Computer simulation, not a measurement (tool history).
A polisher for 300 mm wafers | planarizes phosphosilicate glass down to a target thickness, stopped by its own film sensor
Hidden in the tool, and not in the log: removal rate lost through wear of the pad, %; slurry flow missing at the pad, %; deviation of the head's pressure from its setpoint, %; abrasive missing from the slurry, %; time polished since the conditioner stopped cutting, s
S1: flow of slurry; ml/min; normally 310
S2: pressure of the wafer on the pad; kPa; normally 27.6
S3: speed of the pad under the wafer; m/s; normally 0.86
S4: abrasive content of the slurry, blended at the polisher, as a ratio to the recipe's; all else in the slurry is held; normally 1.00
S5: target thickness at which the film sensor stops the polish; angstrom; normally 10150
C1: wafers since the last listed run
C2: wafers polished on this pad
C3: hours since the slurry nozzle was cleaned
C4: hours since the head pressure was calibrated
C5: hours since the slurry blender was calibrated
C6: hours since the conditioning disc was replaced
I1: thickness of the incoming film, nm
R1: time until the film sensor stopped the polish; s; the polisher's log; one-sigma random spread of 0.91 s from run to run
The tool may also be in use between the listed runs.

{"run": 1, "hour": 0.0, "S1": 310, "S2": 27.6, "S3": 0.86, "S4": 1.0, "S5": 10150, "C1": 0, "C2": 2596, "C3": 94.8, "C4": 301.6, "C5": 496.8, "C6": 293.9, "I1": 1574.6, "R1": 55.3}
{"run": 2, "hour": 38.1, "S1": 345, "S2": 27.6, "S3": 0.86, "S4": 0.9, "S5": 10150, "C1": 309, "C2": 2905, "C3": 132.9, "C4": 339.7, "C5": 534.9, "C6": 332.0, "I1": 1557.0, "R1": 55.4}
{"hour": 48.3, "done": "slurry blender recalibrated"}
{"run": 3, "hour": 126.9, "S1": 345, "S2": 27.6, "S3": 0.86, "S4": 0.9, "S5": 10150, "C1": 704, "C2": 3610, "C3": 221.7, "C4": 428.5, "C5": 78.6, "C6": 420.8, "I1": 1576.2, "R1": 56.5}
{"hour": 192.6, "done": "worn pad replaced by a new one"}
{"run": 4, "hour": 219.3, "S1": 345, "S2": 27.6, "S3": 0.86, "S4": 0.9, "S5": 10150, "C1": 717, "C2": 217, "C3": 314.1, "C4": 520.9, "C5": 171.0, "C6": 513.2, "I1": 1596.5, "R1": 53.9}
{"hour": 242.1, "done": "head pressure recalibrated"}
{"hour": 253.4, "done": "conditioning disc replaced and pad reconditioned"}
{"run": 5, "hour": 274.8, "S1": 310, "S2": 27.6, "S3": 0.86, "S4": 1.0, "S5": 10150, "C1": 418, "C2": 635, "C3": 369.6, "C4": 32.7, "C5": 226.5, "C6": 21.4, "I1": 1576.5, "R1": 58.3}
{"run": 6, "hour": 311.3, "S1": 310, "S2": 27.6, "S3": 0.86, "S4": 1.0, "S5": 10150, "C1": 296, "C2": 931, "C3": 406.1, "C4": 69.2, "C5": 263.0, "C6": 57.9, "I1": 1591.3, "R1": 57.2}
{"run": 7, "hour": 377.6, "S1": 310, "S2": 27.6, "S3": 0.86, "S4": 1.0, "S5": 10150, "C1": 538, "C2": 1469, "C3": 472.4, "C4": 135.5, "C5": 329.3, "C6": 124.2, "I1": 1579.9, "R1": 58.3}
{"run": 8, "hour": 463.9, "S1": 215, "S2": 27.6, "S3": 0.86, "S4": 1.0, "S5": 9520, "C1": 700, "C2": 2170, "C3": 558.7, "C4": 221.8, "C5": 415.6, "C6": 210.5, "I1": 1553.4, "R1": 61.6}
{"hour": 483.2, "done": "slurry nozzle cleaned"}
{"run": 9, "hour": 535.8, "S1": 355, "S2": 31.7, "S3": 0.86, "S4": 0.9, "S5": 10150, "C1": 575, "C2": 2746, "C3": 52.6, "C4": 293.7, "C5": 487.5, "C6": 282.4, "I1": 1564.1, "R1": 49.1}
{"run": 10, "hour": 613.3, "S1": 310, "S2": 27.6, "S3": 0.86, "S4": 1.0, "S5": 10150, "C1": 629, "C2": 3375, "C3": 130.1, "C4": 371.2, "C5": 565.0, "C6": 359.9, "I1": 1567.6, "R1": 57.1}
{"hour": 686.6, "done": "slurry blender recalibrated"}
{"run": 11, "hour": 687.1, "S1": 310, "S2": 30.3, "S3": 0.86, "S4": 1.0, "S5": 10150, "C1": 582, "C2": 3958, "C3": 203.9, "C4": 445.0, "C5": 0.5, "C6": 433.7, "I1": 1577.6, "R1": 53.7}
{"hour": 743.9, "done": "worn pad replaced by a new one"}
{"run": 12, "hour": 775.8, "S1": 255, "S2": 27.6, "S3": 0.86, "S4": 1.0, "S5": 11410, "C1": 687, "C2": 258, "C3": 292.6, "C4": 533.7, "C5": 89.2, "C6": 522.4, "I1": 1547.9, "R1": 38.9}
{"run": 13, "hour": 881.6, "S1": 310, "S2": 27.6, "S3": 1.14, "S4": 0.7, "S5": 10150, "C1": 858, "C2": 1117, "C3": 398.4, "C4": 639.5, "C5": 195.0, "C6": 628.2, "I1": 1581.9, "R1": 47.1}
{"hour": 931.5, "done": "head pressure recalibrated"}
{"hour": 944.3, "done": "conditioning disc replaced and pad reconditioned"}
{"run": 14, "hour": 977.7, "S1": 360, "S2": 23.4, "S3": 0.94, "S4": 1.0, "S5": 10690, "C1": 747, "C2": 1865, "C3": 494.5, "C4": 46.2, "C5": 291.1, "C6": 33.4, "I1": 1566.8, "R1": 54.9}
{"hour": 1071.1, "done": "slurry nozzle cleaned"}
{"run": 15, "hour": 1079.2, "S1": 310, "S2": 27.6, "S3": 0.86, "S4": 1.0, "S5": 10150, "C1": 815, "C2": 2681, "C3": 8.1, "C4": 147.7, "C5": 392.6, "C6": 134.9, "I1": 1573.8, "R1": 58.0}
{"run": 16, "hour": 1174.9, "S1": 230, "S2": 24.8, "S3": 0.96, "S4": 1.0, "S5": 10150, "C1": 776, "C2": 3458, "C3": 103.8, "C4": 243.4, "C5": 488.3, "C6": 230.6, "I1": 1543.8, "R1": 54.7}
{"run": 17, "hour": 1242.2, "S1": 205, "S2": 27.6, "S3": 0.58, "S4": 1.0, "S5": 10150, "C1": 546, "C2": 4004, "C3": 171.1, "C4": 310.7, "C5": 555.6, "C6": 297.9, "I1": 1571.7, "R1": 81.1}
{"hour": 1306.9, "done": "slurry blender recalibrated"}
{"run": 18, "hour": 1312.9, "S1": 240, "S2": 30.3, "S3": 1.12, "S4": 0.85, "S5": 10150, "C1": 557, "C2": 4562, "C3": 241.8, "C4": 381.4, "C5": 6.0, "C6": 368.6, "I1": 1552.0, "R1": 42.7}
{"run": 19, "hour": 1388.4, "S1": 385, "S2": 31.0, "S3": 1.06, "S4": 1.0, "S5": 8460, "C1": 612, "C2": 5175, "C3": 317.3, "C4": 456.9, "C5": 81.5, "C6": 444.1, "I1": 1566.4, "R1": 56.1}
{"hour": 1398.6, "done": "worn pad replaced by a new one"}
{"run": 20, "hour": 1435.0, "S1": 310, "S2": 27.6, "S3": 0.86, "S4": 1.0, "S5": 10150, "C1": 345, "C2": 295, "C3": 363.9, "C4": 503.5, "C5": 128.1, "C6": 490.7, "I1": 1595.8, "R1": 55.0}
{"run": 21, "hour": 1521.1, "S1": 310, "S2": 27.6, "S3": 0.86, "S4": 1.0, "S5": 10150, "C1": 699, "C2": 994, "C3": 450.0, "C4": 589.6, "C5": 214.2, "C6": 576.8, "I1": 1573.4, "R1": 54.4}

Forecast run 22:
{"hour": 1530.0, "done": "conditioning disc replaced and pad reconditioned"}
{"run": 22, "hour": 1596.0, "S1": 310, "S2": 27.6, "S3": 0.86, "S4": 1.0, "S5": 9030, "C1": 591, "C2": 1586, "C3": 524.9, "C4": 664.5, "C5": 289.1, "C6": 66.0, "I1": 1570.2, "R1": "?"}

R1: 64.1 s
Were there no unlogged condition in the tool, this run, its random variation unchanged, would have produced R1 67.7 s.
